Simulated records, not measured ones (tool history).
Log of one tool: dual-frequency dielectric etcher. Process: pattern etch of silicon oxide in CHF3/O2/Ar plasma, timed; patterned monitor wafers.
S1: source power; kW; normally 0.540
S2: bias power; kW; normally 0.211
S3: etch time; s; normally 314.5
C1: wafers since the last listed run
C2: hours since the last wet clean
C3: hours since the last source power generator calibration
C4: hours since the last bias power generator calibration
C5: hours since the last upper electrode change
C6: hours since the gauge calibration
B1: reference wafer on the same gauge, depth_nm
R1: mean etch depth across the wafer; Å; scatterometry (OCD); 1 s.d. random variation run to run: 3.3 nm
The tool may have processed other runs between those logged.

run	hour	S1	S2	S3	C1	C2	C3	C4	C5	C6	B1	R1
1	0.0	0.540	0.211	314.5	0	322.9	3036.8	4123.7	2092.9	1126.5	612.5	5925
2	33.8	0.540	0.211	314.5	133	356.7	3070.6	4157.5	2126.7	1160.3	613.4	5857
3	82.3	0.460	0.211	314.5	191	405.2	3119.1	4206.0	2175.2	1208.8	612.0	5313
4	128.3	0.460	0.211	314.5	181	451.2	3165.1	4252.0	2221.2	1254.8	613.0	5371
# hour 159.9: upper electrode replaced, of another model than before
# hour 178.9: wet clean of the chamber
5	228.4	0.460	0.211	314.5	224	49.5	3265.2	4352.1	68.5	1354.9	613.2	5626
6	268.6	0.540	0.211	314.5	158	89.7	3305.4	4392.3	108.7	1395.1	613.0	5984
7	330.5	0.540	0.249	352.5	243	151.6	3367.3	4454.2	170.6	1457.0	612.3	7236
8	354.9	0.580	0.235	314.5	96	176.0	3391.7	4478.6	195.0	1481.4	611.7	6450
# hour 379.9: bias power generator calibrated
9	397.4	0.420	0.211	314.5	151	218.5	3434.2	17.5	237.5	1523.9	613.1	5357
10	434.9	0.600	0.228	354.0	147	256.0	3471.7	55.0	275.0	1561.4	612.0	7237
11	629.2	0.660	0.238	234.0	765	450.3	3666.0	249.3	469.3	1755.7	613.3	5011
12	665.0	0.540	0.211	314.5	140	486.1	3701.8	285.1	505.1	1791.5	611.9	5860
# hour 698.3: wet clean of the chamber
13	735.7	0.540	0.238	227.0	183	37.4	3772.5	355.8	575.8	1862.2	614.1	4570
14	795.4	0.540	0.211	314.5	235	97.1	3832.2	415.5	635.5	1921.9	612.4	5927
# hour 796.0: gauge calibrated
15	850.1	0.540	0.211	224.0	215	151.8	3886.9	470.2	690.2	54.1	612.8	4230
16	880.8	0.540	0.211	314.5	120	182.5	3917.6	500.9	720.9	84.8	612.3	5959
# hour 895.7: source power generator calibrated
17	932.4	0.540	0.189	374.5	187	234.1	36.7	552.5	772.5	136.4	612.5	6629
18	996.2	0.540	0.211	314.5	251	297.9	100.5	616.3	836.3	200.2	612.1	5847
19	1030.5	0.540	0.188	290.0	135	332.2	134.8	650.6	870.6	234.5	612.7	5075
20	1081.0	0.620	0.259	381.0	198	382.7	185.3	701.1	921.1	285.0	613.1	8301
21	1140.3	0.600	0.240	396.0	233	442.0	244.6	760.4	980.4	344.3	611.4	8121
# hour 1181.5: wet clean of the chamber
22	1276.8	0.470	0.174	256.0	443	95.3	381.1	896.9	1116.9	480.8	612.0	4125
23	1320.3	0.580	0.239	350.0	171	138.8	424.6	940.4	1160.4	524.3	614.1	7286
24	1358.9	0.540	0.211	314.5	152	177.4	463.2	979.0	1199.0	562.9	614.0	5887
25	1403.2	0.580	0.173	361.0	174	221.7	507.5	1023.3	1243.3	607.2	613.3	6223
26	1466.6	0.540	0.211	314.5	249	285.1	570.9	1086.7	1306.7	670.6	613.7	5929
27	1525.2	0.540	0.211	378.5	230	343.7	629.5	1145.3	1365.3	729.2	614.3	7142
28	1572.7	0.460	0.182	248.0	187	391.2	677.0	1192.8	1412.8	776.7	612.7	4008
29	1618.9	0.540	0.181	314.5	181	437.4	723.2	1239.0	1459.0	822.9	611.8	5317

For each run, what was the tool's unlogged condition?
source power that arrives over what is set, %: 0, the same for each run
bias power that arrives over what is set, %: 0, the same for each run
gauge reads high (%): 0, the same for each run
H1: etch rate over this chamber's usual, %
run	H1
1	-1.85
2	-2.07
3	-2.38
4	-2.68
5	0.0177
6	-0.243
7	-0.644
8	-0.802
9	-1.08
10	-1.32
11	-2.58
12	-2.81
13	-0.48
14	-0.867
15	-1.22
16	-1.42
17	-1.75
18	-2.17
19	-2.39
20	-2.72
21	-3.1
22	-0.354
23	-0.636
24	-0.886
25	-1.17
26	-1.58
27	-1.96
28	-2.27
29	-2.57

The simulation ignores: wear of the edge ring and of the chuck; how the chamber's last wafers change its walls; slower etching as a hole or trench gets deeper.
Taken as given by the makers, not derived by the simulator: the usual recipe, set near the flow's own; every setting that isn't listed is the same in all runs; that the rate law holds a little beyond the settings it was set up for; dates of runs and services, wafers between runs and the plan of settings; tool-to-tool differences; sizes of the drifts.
